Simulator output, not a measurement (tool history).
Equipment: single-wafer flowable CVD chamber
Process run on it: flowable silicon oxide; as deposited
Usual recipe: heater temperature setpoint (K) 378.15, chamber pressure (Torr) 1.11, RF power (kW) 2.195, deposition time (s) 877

run    hour  heater temperature setpoint (K)  chamber pressure (Torr)  RF power (kW)  deposition time (s)  read-back reference wafer on the same gauge, thickness_nm  mean film thickness on the monitor wafer (nm)
  1       0                           378.15                     1.11          2.195                  877                                                    619.704                                        631.348
  2    68.7                           378.15                     1.11          2.195                  877                                                    621.361                                        629.125
  3   103.9                           378.15                     1.11          2.195                  877                                                     619.79                                        627.343
  4   172.2                           378.15                     1.11          2.195                  877                                                    620.065                                        627.944
  5   219.3                           378.15                     1.11          2.195                  877                                                    620.436                                        626.965
  6   284.1                           378.15                     1.11          2.195                  877                                                    620.967                                        626.603
  7   404.1                           378.15                     1.05          2.195                  877                                                     620.17                                        599.129
  8   450.4                           378.15                     1.05          2.195                  877                                                    619.192                                        596.218
      561.8  -- capacitance manometer re-zeroed and calibrated
  9   562.3                           378.15                     1.11          2.195                  877                                                    619.754                                        625.426
 10   607.1                           378.15                     1.11          2.105                 1002                                                    620.185                                         704.79
 11   675.7                           378.15                     1.11          2.105                 1002                                                    620.263                                        709.614
      742.7  -- showerhead replaced
      852.4  -- gauge calibrated
 12   879.4                           383.15                     1.11          2.195                  877                                                    620.011                                        541.102
 13   905.2                           378.15                      0.9          2.195                  753                                                    619.863                                        445.276
        953  -- RF generator calibrated
 14   960.3                           378.15                     1.11          2.195                  877                                                    619.557                                        630.179
 15  1014.1                           378.15                     1.11          2.195                  877                                                    620.278                                        629.435
 16  1071.1                           378.15                     1.11          2.195                  877                                                      619.7                                        632.703
 17  1140.1                           378.15                     1.32           2.49                  931                                                     620.39                                        790.065
 18  1187.8                           378.15                     1.11          2.325                  726                                                    619.594                                        525.947
 19    1225                           378.15                     1.11           2.48                  877                                                    621.024                                        643.473
     1291.7  -- thermocouple changed; heater temperature recalibrated
 20  1293.6                           378.15                      0.9          2.195                  753                                                    620.112                                        451.126
 21  1333.7                           378.15                     1.11          2.105                 1002                                                    620.725                                        710.903
 22  1396.1                           364.15                     1.34          2.195                  877                                                    619.462                                       1115.279
 23  1449.9                           385.15                     1.11          2.195                  877                                                    619.937                                        514.924

The next listed run, before its measurement:
     1526.8  -- capacitance manometer re-zeroed and calibrated
 24  1527.3                           389.15                     1.11          2.195                  755                                                          ?                                              ?

For run 24 the tool returned read-back reference wafer on the same gauge, thickness_nm 619.149, mean film thickness on the monitor wafer (nm) 396.92.
Had the tool carried no hidden state, the very same run would have given mean film thickness on the monitor wafer (nm) 399.43.

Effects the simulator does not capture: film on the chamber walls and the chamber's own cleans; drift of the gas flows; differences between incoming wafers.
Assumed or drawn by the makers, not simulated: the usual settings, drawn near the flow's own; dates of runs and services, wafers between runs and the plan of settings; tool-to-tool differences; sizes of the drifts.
